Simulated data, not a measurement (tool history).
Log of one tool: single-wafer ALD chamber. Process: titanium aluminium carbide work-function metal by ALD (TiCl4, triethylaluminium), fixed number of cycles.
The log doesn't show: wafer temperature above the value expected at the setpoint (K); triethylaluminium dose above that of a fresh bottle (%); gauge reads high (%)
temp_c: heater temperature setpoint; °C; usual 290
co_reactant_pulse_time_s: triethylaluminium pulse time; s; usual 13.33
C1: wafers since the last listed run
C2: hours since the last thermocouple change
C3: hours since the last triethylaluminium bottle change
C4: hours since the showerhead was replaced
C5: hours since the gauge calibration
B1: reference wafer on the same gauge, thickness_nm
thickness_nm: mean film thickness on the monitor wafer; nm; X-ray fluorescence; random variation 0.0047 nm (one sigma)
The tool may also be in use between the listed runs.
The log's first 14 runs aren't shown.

run 15 day=9.575 | temp_c=290 co_reactant_pulse_time_s=13.33 | C1=64 C2=1442.8 C3=122.3 C4=42.1 C5=603.2 | B1=1.730 | thickness_nm=1.945
run 16 day=10.279 | temp_c=290 co_reactant_pulse_time_s=13.33 | C1=168 C2=1459.7 C3=139.2 C4=59.0 C5=620.1 | B1=1.730 | thickness_nm=1.955
run 17 day=10.675 | temp_c=301 co_reactant_pulse_time_s=10.48 | C1=94 C2=1469.2 C3=148.7 C4=68.5 C5=629.6 | B1=1.731 | thickness_nm=2.006
run 18 day=10.950 | temp_c=304 co_reactant_pulse_time_s=9.26 | C1=65 C2=1475.8 C3=155.3 C4=75.1 C5=636.2 | B1=1.730 | thickness_nm=2.002
run 19 day=11.538 | temp_c=290 co_reactant_pulse_time_s=8.73 | C1=140 C2=1489.9 C3=169.4 C4=89.2 C5=650.3 | B1=1.730 | thickness_nm=1.895
-- day=11.808 gauge calibrated
run 20 day=11.929 | temp_c=301 co_reactant_pulse_time_s=17.70 | C1=93 C2=1499.3 C3=178.8 C4=98.6 C5=2.9 | B1=1.729 | thickness_nm=2.037
run 21 day=12.254 | temp_c=290 co_reactant_pulse_time_s=13.33 | C1=77 C2=1507.1 C3=186.6 C4=106.4 C5=10.7 | B1=1.730 | thickness_nm=1.949
-- day=12.704 thermocouple changed; heater temperature recalibrated
run 22 day=12.950 | temp_c=290 co_reactant_pulse_time_s=13.33 | C1=86 C2=5.9 C3=203.3 C4=123.1 C5=27.4 | B1=1.729 | thickness_nm=1.886
run 23 day=15.175 | temp_c=285 co_reactant_pulse_time_s=9.20 | C1=532 C2=59.3 C3=256.7 C4=176.5 C5=80.8 | B1=1.730 | thickness_nm=1.821
run 24 day=15.646 | temp_c=290 co_reactant_pulse_time_s=13.33 | C1=112 C2=70.6 C3=268.0 C4=187.8 C5=92.1 | B1=1.729 | thickness_nm=1.892
run 25 day=15.921 | temp_c=299 co_reactant_pulse_time_s=18.60 | C1=65 C2=77.2 C3=274.6 C4=194.4 C5=98.7 | B1=1.730 | thickness_nm=1.977
run 26 day=16.221 | temp_c=305 co_reactant_pulse_time_s=15.56 | C1=71 C2=84.4 C3=281.8 C4=201.6 C5=105.9 | B1=1.729 | thickness_nm=2.024
run 27 day=16.638 | temp_c=277 co_reactant_pulse_time_s=9.94 | C1=99 C2=94.4 C3=291.8 C4=211.6 C5=115.9 | B1=1.729 | thickness_nm=1.774
run 28 day=17.283 | temp_c=277 co_reactant_pulse_time_s=17.40 | C1=154 C2=109.9 C3=307.3 C4=227.1 C5=131.4 | B1=1.730 | thickness_nm=1.814
run 29 day=17.554 | temp_c=300 co_reactant_pulse_time_s=15.70 | C1=64 C2=116.4 C3=313.8 C4=233.6 C5=137.9 | B1=1.729 | thickness_nm=1.988
run 30 day=18.296 | temp_c=299 co_reactant_pulse_time_s=9.31 | C1=177 C2=134.2 C3=331.6 C4=251.4 C5=155.7 | B1=1.730 | thickness_nm=1.925
run 31 day=19.258 | temp_c=290 co_reactant_pulse_time_s=13.33 | C1=230 C2=157.3 C3=354.7 C4=274.5 C5=178.8 | B1=1.729 | thickness_nm=1.901
run 32 day=19.912 | temp_c=290 co_reactant_pulse_time_s=13.33 | C1=156 C2=173.0 C3=370.4 C4=290.2 C5=194.5 | B1=1.730 | thickness_nm=1.906

Forecast each of these 5 alternatives for the next run:
run A day=19.929 | temp_c=284 co_reactant_pulse_time_s=13.33 | C1=3 C2=173.4 C3=370.8 C4=290.6 C5=194.9 | B1=? | thickness_nm=?
run B day=19.929 | temp_c=299 co_reactant_pulse_time_s=13.33 | C1=3 C2=173.4 C3=370.8 C4=290.6 C5=194.9 | B1=? | thickness_nm=?
run C day=19.929 | temp_c=301 co_reactant_pulse_time_s=10.24 | C1=3 C2=173.4 C3=370.8 C4=290.6 C5=194.9 | B1=? | thickness_nm=?
run D day=19.929 | temp_c=286 co_reactant_pulse_time_s=8.51 | C1=3 C2=173.4 C3=370.8 C4=290.6 C5=194.9 | B1=? | thickness_nm=?
run E day=19.929 | temp_c=305 co_reactant_pulse_time_s=10.63 | C1=3 C2=173.4 C3=370.8 C4=290.6 C5=194.9 | B1=? | thickness_nm=?

run=A B1=1.730 thickness_nm=1.862
run=B B1=1.730 thickness_nm=1.975
run=C B1=1.730 thickness_nm=1.959
run=D B1=1.730 thickness_nm=1.815
run=E B1=1.730 thickness_nm=1.995
Without the tool's hidden state the same runs would have given:
run=A thickness_nm=1.850
run=B thickness_nm=1.962
run=C thickness_nm=1.947
run=D thickness_nm=1.803
run=E thickness_nm=1.982
